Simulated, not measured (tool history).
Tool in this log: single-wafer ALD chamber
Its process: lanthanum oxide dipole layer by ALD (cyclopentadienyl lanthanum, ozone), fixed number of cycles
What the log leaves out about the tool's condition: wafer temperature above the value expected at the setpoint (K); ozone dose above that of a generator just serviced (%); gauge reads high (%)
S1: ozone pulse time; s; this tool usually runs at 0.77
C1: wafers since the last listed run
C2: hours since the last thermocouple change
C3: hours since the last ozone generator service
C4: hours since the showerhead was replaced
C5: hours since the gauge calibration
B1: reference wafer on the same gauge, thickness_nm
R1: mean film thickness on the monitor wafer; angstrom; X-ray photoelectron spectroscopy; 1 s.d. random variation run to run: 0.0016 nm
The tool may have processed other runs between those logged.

{"run": 1, "hour": 0.0, "S1": 0.77, "C1": 0, "C2": 418.6, "C3": 833.1, "C4": 5877.0, "C5": 189.5, "B1": 0.537, "R1": 4.44}
{"run": 2, "hour": 55.9, "S1": 0.77, "C1": 1174, "C2": 474.5, "C3": 889.0, "C4": 5932.9, "C5": 245.4, "B1": 0.537, "R1": 4.44}
{"run": 3, "hour": 114.8, "S1": 0.83, "C1": 1237, "C2": 533.4, "C3": 947.9, "C4": 5991.8, "C5": 304.3, "B1": 0.537, "R1": 4.62}
{"run": 4, "hour": 152.3, "S1": 0.77, "C1": 788, "C2": 570.9, "C3": 985.4, "C4": 6029.3, "C5": 341.8, "B1": 0.537, "R1": 4.44}
{"run": 5, "hour": 218.8, "S1": 0.77, "C1": 1397, "C2": 637.4, "C3": 1051.9, "C4": 6095.8, "C5": 408.3, "B1": 0.537, "R1": 4.45}
{"run": 6, "hour": 275.7, "S1": 0.77, "C1": 1195, "C2": 694.3, "C3": 1108.8, "C4": 6152.7, "C5": 465.2, "B1": 0.537, "R1": 4.42}
{"run": 7, "hour": 309.5, "S1": 0.77, "C1": 710, "C2": 728.1, "C3": 1142.6, "C4": 6186.5, "C5": 499.0, "B1": 0.538, "R1": 4.4}
{"run": 8, "hour": 350.8, "S1": 0.77, "C1": 868, "C2": 769.4, "C3": 1183.9, "C4": 6227.8, "C5": 540.3, "B1": 0.537, "R1": 4.44}
{"run": 9, "hour": 380.6, "S1": 0.77, "C1": 626, "C2": 799.2, "C3": 1213.7, "C4": 6257.6, "C5": 570.1, "B1": 0.537, "R1": 4.41}
{"hour": 437.1, "done": "ozone generator serviced"}
{"run": 10, "hour": 553.7, "S1": 0.77, "C1": 3470, "C2": 972.3, "C3": 116.6, "C4": 6430.7, "C5": 743.2, "B1": 0.537, "R1": 4.52}
{"run": 11, "hour": 622.6, "S1": 0.77, "C1": 1448, "C2": 1041.2, "C3": 185.5, "C4": 6499.6, "C5": 812.1, "B1": 0.537, "R1": 4.54}
{"run": 12, "hour": 679.8, "S1": 0.6, "C1": 1202, "C2": 1098.4, "C3": 242.7, "C4": 6556.8, "C5": 869.3, "B1": 0.537, "R1": 3.81}
{"run": 13, "hour": 713.9, "S1": 1.0, "C1": 716, "C2": 1132.5, "C3": 276.8, "C4": 6590.9, "C5": 903.4, "B1": 0.537, "R1": 5.08}
{"hour": 766.9, "done": "showerhead replaced"}
{"run": 14, "hour": 781.3, "S1": 0.63, "C1": 1248, "C2": 1199.9, "C3": 344.2, "C4": 14.4, "C5": 970.8, "B1": 0.537, "R1": 3.95}
{"run": 15, "hour": 812.7, "S1": 0.77, "C1": 659, "C2": 1231.3, "C3": 375.6, "C4": 45.8, "C5": 1002.2, "B1": 0.536, "R1": 4.47}

Run 16 comes next. What will it give?
{"hour": 824.1, "done": "gauge calibrated"}
{"hour": 852.9, "done": "thermocouple changed; heater temperature recalibrated"}
{"run": 16, "hour": 858.6, "S1": 1.04, "C1": 796, "C2": 5.7, "C3": 421.5, "C4": 91.7, "C5": 34.5, "B1": "?", "R1": "?"}

B1: 0.537
R1: 5.12 angstrom
With the hidden condition absent and the run-to-run variation left alone, this run would have shown R1 5.20 angstrom.
